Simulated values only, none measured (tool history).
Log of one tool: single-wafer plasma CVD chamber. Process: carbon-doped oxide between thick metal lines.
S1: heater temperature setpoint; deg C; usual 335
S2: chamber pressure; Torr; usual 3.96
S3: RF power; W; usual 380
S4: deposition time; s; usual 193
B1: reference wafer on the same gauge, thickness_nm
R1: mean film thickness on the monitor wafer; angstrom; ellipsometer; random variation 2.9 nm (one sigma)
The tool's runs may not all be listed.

Run 1, day 0.000: usual settings; B1 739.651. Result: R1 8042.63 angstrom.
Run 2, day 0.850: usual settings; B1 738.546. Result: R1 8015.12 angstrom.
Run 3, day 2.258: usual settings; B1 739.313. Result: R1 8058.18 angstrom.
Run 4, day 3.671: usual settings; B1 738.627. Result: R1 8025.95 angstrom.
Run 5, day 4.717: usual settings; B1 739.423. Result: R1 7992.07 angstrom.
At day 4.771: gauge calibrated.
Run 6, day 5.288: usual settings; B1 738.671. Result: R1 7993.85 angstrom.
Run 7, day 6.504: usual settings but S1 329 deg C, S3 345 W; B1 739.736. Result: R1 7499.89 angstrom.
Run 8, day 7.883: usual settings; B1 738.588. Result: R1 7901.27 angstrom.
Run 9, day 8.754: usual settings but S3 350 W, S4 231 s; B1 739.755. Result: R1 8886.23 angstrom.
At day 9.204: RF generator calibrated.
Run 10, day 9.308: usual settings but S2 4.33 Torr, S4 218 s; B1 738.110. Result: R1 9590.95 angstrom.
At day 10.662: capacitance manometer re-zeroed and calibrated.
Run 11, day 10.804: usual settings but S2 4.82 Torr, S4 209 s; B1 739.570. Result: R1 9266.64 angstrom.
Run 12, day 12.133: usual settings but S3 320 W, S4 219 s; B1 739.134. Result: R1 8376.82 angstrom.
Run 13, day 13.371: usual settings but S1 343 deg C, S2 4.75 Torr, S3 330 W; B1 739.173. Result: R1 7552.10 angstrom.
Run 14, day 14.250: usual settings but S1 344 deg C, S2 4.61 Torr, S4 173 s; B1 738.021. Result: R1 7444.26 angstrom.
Run 15, day 14.996: usual settings but S1 340 deg C, S2 4.43 Torr, S3 420 W, S4 210 s; B1 739.402. Result: R1 9788.27 angstrom.
At day 15.667: thermocouple changed; heater temperature recalibrated.
Run 16, day 16.079: usual settings but S1 341 deg C, S3 340 W; B1 737.838. Result: R1 7545.23 angstrom.
Run 17, day 17.512: usual settings but S1 320 deg C, S2 3.62 Torr; B1 738.560. Result: R1 8719.17 angstrom.
Run 18, day 18.633: usual settings; B1 737.770. Result: R1 8372.77 angstrom.

The next listed run, before its measurement:
Run 19, day 19.700: usual settings but S3 320 W; B1 ?. Result: R1 ?.

Run 19 gave B1 738.413, R1 7370.95 angstrom.
Without the tool's hidden state the same run would have given R1 7410.30 angstrom.

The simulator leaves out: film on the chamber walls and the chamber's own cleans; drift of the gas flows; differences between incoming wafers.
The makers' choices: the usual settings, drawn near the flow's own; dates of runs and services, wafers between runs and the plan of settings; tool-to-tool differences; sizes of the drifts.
